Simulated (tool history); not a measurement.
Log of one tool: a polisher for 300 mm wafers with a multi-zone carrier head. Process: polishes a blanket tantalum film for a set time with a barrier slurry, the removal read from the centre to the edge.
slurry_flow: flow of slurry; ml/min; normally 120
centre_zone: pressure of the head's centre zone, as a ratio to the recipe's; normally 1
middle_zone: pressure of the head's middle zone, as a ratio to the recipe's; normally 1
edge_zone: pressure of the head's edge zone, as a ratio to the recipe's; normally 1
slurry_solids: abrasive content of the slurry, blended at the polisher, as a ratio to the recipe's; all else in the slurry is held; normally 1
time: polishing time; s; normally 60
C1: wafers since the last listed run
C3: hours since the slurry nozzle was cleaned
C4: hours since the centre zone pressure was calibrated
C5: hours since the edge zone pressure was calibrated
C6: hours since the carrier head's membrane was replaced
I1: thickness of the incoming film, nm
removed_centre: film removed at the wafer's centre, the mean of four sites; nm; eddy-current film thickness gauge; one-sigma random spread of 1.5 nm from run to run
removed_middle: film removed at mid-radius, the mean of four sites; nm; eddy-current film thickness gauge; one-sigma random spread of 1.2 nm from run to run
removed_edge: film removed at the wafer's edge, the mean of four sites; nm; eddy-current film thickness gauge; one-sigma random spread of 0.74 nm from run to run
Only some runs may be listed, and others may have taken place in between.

Run 1, hour 0: usual settings but edge_zone 0.92; C1 0; wafers polished on this pad 853; C3 361.5; C4 581; C5 858.3; C6 955.8; I1 275. Result: removed_centre 103.6 nm, removed_middle 112.7 nm, removed_edge 111.6 nm.
Run 2, hour 52.6: usual settings but slurry_flow 100 ml/min; C1 536; wafers polished on this pad 1389; C3 414.1; C4 633.6; C5 910.9; C6 1008.4; I1 270. Result: removed_centre 96.5 nm, removed_middle 108.7 nm, removed_edge 112 nm.
Run 3, hour 93.5: usual settings but slurry_solids 1.1; C1 416; wafers polished on this pad 1806; C3 455; C4 674.5; C5 951.8; C6 1049.3; I1 267.9. Result: removed_centre 102.1 nm, removed_middle 116.9 nm, removed_edge 119.1 nm.
At hour 98.8: worn pad replaced by a new one.
Run 4, hour 152.1: usual settings but slurry_solids 1.1; C1 556; wafers polished on this pad 543; C3 513.6; C4 733.1; C5 1010.4; C6 1107.9; I1 269.5. Result: removed_centre 104.6 nm, removed_middle 117.7 nm, removed_edge 116.6 nm.
Run 5, hour 176.8: usual settings but slurry_solids 1.1; C1 251; wafers polished on this pad 795; C3 538.3; C4 757.8; C5 1035.1; C6 1132.6; I1 272.1. Result: removed_centre 101.1 nm, removed_middle 118 nm, removed_edge 117.7 nm.
Run 6, hour 214.3: usual settings; C1 382; wafers polished on this pad 1177; C3 575.8; C4 795.3; C5 1072.6; C6 1170.1; I1 269.3. Result: removed_centre 99.6 nm, removed_middle 114 nm, removed_edge 115.2 nm.
Run 7, hour 281.2: usual settings; C1 681; wafers polished on this pad 1859; C3 642.7; C4 862.2; C5 1139.5; C6 1237; I1 273.9. Result: removed_centre 103.2 nm, removed_middle 114.2 nm, removed_edge 115.8 nm.
At hour 300: worn pad replaced by a new one.
Run 8, hour 339.3: usual settings but slurry_flow 105 ml/min, edge_zone 0.91, slurry_solids 0.85, time 40 s; C1 551; wafers polished on this pad 400; C3 700.8; C4 920.3; C5 1197.6; C6 1295.1; I1 269.5. Result: removed_centre 60.7 nm, removed_middle 69.6 nm, removed_edge 68.4 nm.
Run 9, hour 369.6: usual settings but centre_zone 0.95, middle_zone 0.91, edge_zone 0.95, time 80 s; C1 308; wafers polished on this pad 708; C3 731.1; C4 950.6; C5 1227.9; C6 1325.4; I1 267.6. Result: removed_centre 127.6 nm, removed_middle 146.6 nm, removed_edge 149.9 nm.
At hour 409.1: slurry nozzle cleaned.
At hour 433.9: carrier head's membrane replaced by a new one, of another model than before.
Run 10, hour 434.4: usual settings but edge_zone 1.04, slurry_solids 1.25; C1 599; wafers polished on this pad 1308; C3 25.3; C4 1015.4; C5 1292.7; C6 0.5; I1 275.5. Result: removed_centre 109.9 nm, removed_middle 119.6 nm, removed_edge 122.5 nm.
Run 11, hour 499.8: usual settings but slurry_flow 155 ml/min, centre_zone 1.08, middle_zone 1.09; C1 666; wafers polished on this pad 1974; C3 90.7; C4 1080.8; C5 1358.1; C6 65.9; I1 268.7. Result: removed_centre 118 nm, removed_middle 123.6 nm, removed_edge 119.7 nm.
At hour 506: worn pad replaced by a new one.
Run 12, hour 563.4: usual settings; C1 607; wafers polished on this pad 585; C3 154.3; C4 1144.4; C5 1421.7; C6 129.5; I1 267.9. Result: removed_centre 102.2 nm, removed_middle 113.3 nm, removed_edge 114.2 nm.
At hour 665.7: centre zone pressure recalibrated.
At hour 705.8: worn pad replaced by a new one.
At hour 723.9: edge zone pressure recalibrated.
Run 13, hour 771.9: usual settings but middle_zone 0.95, edge_zone 0.92, slurry_solids 1.3, time 78 s; C1 2043; wafers polished on this pad 652; C3 362.8; C4 106.2; C5 48; C6 338; I1 265.2. Result: removed_centre 157 nm, removed_middle 157 nm, removed_edge 158.3 nm.
At hour 916.2: worn pad replaced by a new one.
Run 14, hour 937: usual settings; C1 1641; wafers polished on this pad 212; C3 527.9; C4 271.3; C5 213.1; C6 503.1; I1 271. Result: removed_centre 106.8 nm, removed_middle 114.6 nm, removed_edge 115.4 nm.

Alternative continuations, all from the tool just after run 14; predict every row:
Run A, hour 937.4: usual settings but time 70 s; C1 4; wafers polished on this pad 216; C3 528.3; C4 271.7; C5 213.5; C6 503.5; I1 270. Result: removed_centre ?, removed_middle ?, removed_edge ?.
Run B, hour 937.4: usual settings but centre_zone 1.04, time 47 s; C1 4; wafers polished on this pad 216; C3 528.3; C4 271.7; C5 213.5; C6 503.5; I1 270. Result: removed_centre ?, removed_middle ?, removed_edge ?.
Run C, hour 937.4: usual settings but edge_zone 0.93, time 78 s; C1 4; wafers polished on this pad 216; C3 528.3; C4 271.7; C5 213.5; C6 503.5; I1 270. Result: removed_centre ?, removed_middle ?, removed_edge ?.
Run D, hour 937.4: usual settings but centre_zone 0.92; C1 4; wafers polished on this pad 216; C3 528.3; C4 271.7; C5 213.5; C6 503.5; I1 270. Result: removed_centre ?, removed_middle ?, removed_edge ?.
Run E, hour 937.4: usual settings but slurry_solids 0.85; C1 4; wafers polished on this pad 216; C3 528.3; C4 271.7; C5 213.5; C6 503.5; I1 270. Result: removed_centre ?, removed_middle ?, removed_edge ?.

run  removed_centre  removed_middle  removed_edge
  A           131.4           136.8         133.2
  B            90.6            91.8          89.4
  C           146.4           152.4         146.3
  D           106.5           117.3         114.1
  E           106.6             111           108
Had the tool no hidden state, the same runs would have come out as:
run  removed_centre  removed_middle  removed_edge
  A           135.4           136.7         133.2
  B            93.4            91.8          89.4
  C           150.9           152.4         146.3
  D           109.8           117.2         114.1
  E           109.9           110.9           108

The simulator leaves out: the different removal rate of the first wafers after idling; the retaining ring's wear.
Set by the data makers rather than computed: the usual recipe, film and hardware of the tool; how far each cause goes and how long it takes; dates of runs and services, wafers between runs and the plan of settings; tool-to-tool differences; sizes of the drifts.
